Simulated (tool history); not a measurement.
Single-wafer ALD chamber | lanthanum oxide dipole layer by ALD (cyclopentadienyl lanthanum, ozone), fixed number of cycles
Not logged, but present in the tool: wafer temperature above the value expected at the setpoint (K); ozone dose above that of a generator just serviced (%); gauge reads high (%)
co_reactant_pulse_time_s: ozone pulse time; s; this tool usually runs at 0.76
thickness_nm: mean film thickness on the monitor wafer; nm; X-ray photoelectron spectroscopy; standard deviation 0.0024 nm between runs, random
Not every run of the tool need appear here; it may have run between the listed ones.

run   hour  co_reactant_pulse_time_s  wafers since the last listed run  hours since the last thermocouple change  hours since the last ozone generator service  hours since the showerhead was replaced  hours since the gauge calibration  read-back reference wafer on the same gauge, thickness_nm  thickness_nm
  1      0                      0.54                                 0                                    2167.9                                         461.4                                   7694.8                              645.1                                                      0.366         0.362
  2   17.7                      0.54                               254                                    2185.6                                         479.1                                   7712.5                              662.8                                                      0.366         0.364
  3   34.6                      0.76                               243                                    2202.5                                           496                                   7729.4                              679.7                                                      0.365         0.396
        47  -- showerhead replaced, of another model than before
  4   47.5                      0.76                                70                                    2215.4                                         508.9                                      0.5                              692.6                                                      0.366         0.396
  5   55.6                      0.76                               116                                    2223.5                                           517                                      8.6                              700.7                                                      0.366         0.391
  6   63.5                      0.76                               113                                    2231.4                                         524.9                                     16.5                              708.6                                                      0.366         0.393
  7   79.8                      0.76                               234                                    2247.7                                         541.2                                     32.8                              724.9                                                      0.366         0.401
      87.2  -- gauge calibrated
  8   95.3                      0.89                               223                                    2263.2                                         556.7                                     48.3                                8.1                                                      0.366         0.402
  9  146.8                      0.76                               741                                    2314.7                                         608.2                                     99.8                               59.6                                                      0.367         0.396
 10  156.2                      0.76                               135                                    2324.1                                         617.6                                    109.2                                 69                                                      0.366         0.395
 11  171.9                      0.61                               225                                    2339.8                                         633.3                                    124.9                               84.7                                                      0.366          0.38
 12  186.1                      0.92                               204                                      2354                                         647.5                                    139.1                               98.9                                                      0.366          0.41
 13  194.1                      0.59                               115                                      2362                                         655.5                                    147.1                              106.9                                                      0.366         0.375
 14  210.3                      0.68                               233                                    2378.2                                         671.7                                    163.3                              123.1                                                      0.366         0.389
 15  224.1                      0.76                               198                                      2392                                         685.5                                    177.1                              136.9                                                      0.366         0.395
 16  232.1                      0.89                               115                                      2400                                         693.5                                    185.1                              144.9                                                      0.366         0.404
 17  239.8                      1.03                               110                                    2407.7                                         701.2                                    192.8                              152.6                                                      0.366         0.418
 18  256.7                      0.99                               243                                    2424.6                                         718.1                                    209.7                              169.5                                                      0.366         0.415
 19  270.5                      0.76                               198                                    2438.4                                         731.9                                    223.5                              183.3                                                      0.366         0.392
 20  287.3                      0.93                               241                                    2455.2                                         748.7                                    240.3                              200.1                                                      0.366          0.41
 21  298.5                       0.5                               161                                    2466.4                                         759.9                                    251.5                              211.3                                                      0.366         0.367
 22    312                      0.52                               194                                    2479.9                                         773.4                                      265                              224.8                                                      0.366         0.369
     327.1  -- ozone generator serviced
 23  327.6                      0.98                               109                                    2495.5                                           0.5                                    280.6                              240.4                                                      0.366         0.427
 24  330.7                      1.02                                44                                    2498.6                                           3.6                                    283.7                              243.5                                                      0.366         0.427
 25  340.9                      0.76                               146                                    2508.8                                          13.8                                    293.9                              253.7                                                      0.366         0.408
     349.5  -- thermocouple changed; heater temperature recalibrated
 26  355.6                      0.94                                96                                       6.1                                          28.5                                    308.6                              268.4                                                      0.366         0.422
 27  372.8                      1.04                               247                                      23.3                                          45.7                                    325.8                              285.6                                                      0.366         0.426
 28  390.3                      0.76                               251                                      40.8                                          63.2                                    343.3                              303.1                                                      0.366         0.405
 29    402                      0.76                               168                                      52.5                                          74.9                                      355                              314.8                                                      0.366         0.403
 30  417.2                      0.76                               218                                      67.7                                          90.1                                    370.2                                330                                                      0.366           0.4
 31  428.9                      0.95                               168                                      79.4                                         101.8                                    381.9                              341.7                                                      0.366         0.412
 32  479.2                      0.53                               723                                     129.7                                         152.1                                    432.2                                392                                                      0.366         0.375
 33  494.4                      1.06                               218                                     144.9                                         167.3                                    447.4                              407.2                                                      0.366         0.424
 34  500.4                      0.76                                86                                     150.9                                         173.3                                    453.4                              413.2                                                      0.366         0.395

What if the next run were any one of these 4? Each begins from the tool's condition after run 34:
  A  500.8                         1                                 5                                     151.3                                         173.7                                    453.8                              413.6                                                          ?             ?
  B  500.8                      1.05                                 5                                     151.3                                         173.7                                    453.8                              413.6                                                          ?             ?
  C  500.8                      0.64                                 5                                     151.3                                         173.7                                    453.8                              413.6                                                          ?             ?
  D  500.8                      0.63                                 5                                     151.3                                         173.7                                    453.8                              413.6                                                          ?             ?

run  read-back reference wafer on the same gauge, thickness_nm  thickness_nm
  A                                                      0.366         0.421
  B                                                      0.366         0.425
  C                                                      0.366          0.39
  D                                                      0.366         0.389
Without the tool's hidden state the same runs would have given:
run  thickness_nm
  A         0.429
  B         0.432
  C         0.397
  D         0.396
